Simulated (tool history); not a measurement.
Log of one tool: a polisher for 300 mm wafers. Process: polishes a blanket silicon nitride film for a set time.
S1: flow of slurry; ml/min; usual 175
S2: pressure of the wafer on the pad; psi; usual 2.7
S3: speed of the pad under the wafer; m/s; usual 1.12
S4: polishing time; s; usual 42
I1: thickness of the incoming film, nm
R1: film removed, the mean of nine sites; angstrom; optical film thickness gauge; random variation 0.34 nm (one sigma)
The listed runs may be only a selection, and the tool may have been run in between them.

run	hour	S1	S2	S3	S4	I1	R1
1	0.0	175	2.7	1.26	42	525.6	545
# hour 21.9: slurry nozzle cleaned
2	52.5	175	2.7	1.12	42	517.8	519
# hour 121.0: worn pad replaced by a new one
3	157.5	175	2.7	1.12	42	517.7	511
4	206.3	175	2.7	1.12	42	510.6	507
5	269.5	175	2.7	1.12	30	514.5	365
6	329.1	175	2.7	1.12	30	527.9	360
7	407.4	175	2.7	1.36	42	519.6	583
# hour 468.6: head pressure recalibrated
8	479.1	175	2.7	1.12	49	517.3	589
9	561.1	175	2.7	1.12	49	524.4	580
# hour 578.1: slurry nozzle cleaned
10	622.1	175	2.7	1.12	49	516.4	609
11	677.2	175	2.7	1.12	42	512.7	513
# hour 701.3: worn pad replaced by a new one
12	719.5	175	2.7	1.12	42	519.1	518
13	791.5	175	2.7	1.40	42	518.4	604
14	871.0	175	2.7	1.40	42	517.9	595
15	909.3	175	2.7	1.40	42	530.5	602
16	985.6	175	2.2	1.12	42	519.4	410
17	1072.9	175	2.2	1.12	42	511.9	409
# hour 1145.7: slurry nozzle cleaned
18	1150.5	145	2.7	1.12	42	519.4	504
# hour 1203.3: worn pad replaced by a new one
19	1237.8	175	2.7	1.30	29	521.4	394
# hour 1285.0: head pressure recalibrated
20	1309.6	175	2.7	1.12	34	513.0	414
21	1372.5	175	2.7	1.12	42	511.1	512
22	1459.3	115	2.4	1.12	42	519.3	419
23	1499.0	135	2.7	1.24	56	516.4	696
24	1565.2	175	2.7	1.12	42	518.4	508
25	1624.1	130	2.7	0.90	42	529.9	399
# hour 1655.8: slurry nozzle cleaned
26	1681.6	175	2.7	1.12	57	525.0	699
# hour 1752.2: worn pad replaced by a new one
27	1780.6	175	3.5	1.12	42	517.7	672
28	1859.5	190	2.7	1.12	54	518.6	664
29	1925.8	120	1.8	1.38	57	524.4	502
30	2028.1	230	2.7	1.30	48	523.3	670
# hour 2098.3: slurry nozzle cleaned
31	2121.0	130	2.7	0.90	42	518.2	422
# hour 2151.6: head pressure recalibrated
32	2169.3	175	2.7	1.12	42	520.4	511
# hour 2200.1: worn pad replaced by a new one
33	2256.3	175	2.7	1.12	42	513.7	506
34	2301.4	175	2.7	1.12	42	512.5	507
35	2408.6	175	2.7	1.12	42	523.3	510
36	2487.7	175	2.7	1.12	42	523.9	504
# hour 2551.4: slurry nozzle cleaned
37	2551.9	225	2.7	1.12	42	521.5	529

The same runs without the tool's hidden state, with the same run-to-run variation:
The tool's hidden condition here consists of: removal rate lost through wear of the pad, %; slurry flow missing at the pad, %; deviation of the head's pressure from its setpoint, %.
run	R1
1	563
2	521
3	516
4	514
5	372
6	369
7	600
8	610
9	606
10	611
11	516
12	523
13	612
14	607
15	616
16	422
17	425
18	505
19	398
20	420
21	522
22	434
23	720
24	526
25	419
26	703
27	680
28	675
29	518
30	688
31	424
32	515
33	513
34	516
35	522
36	520
37	530
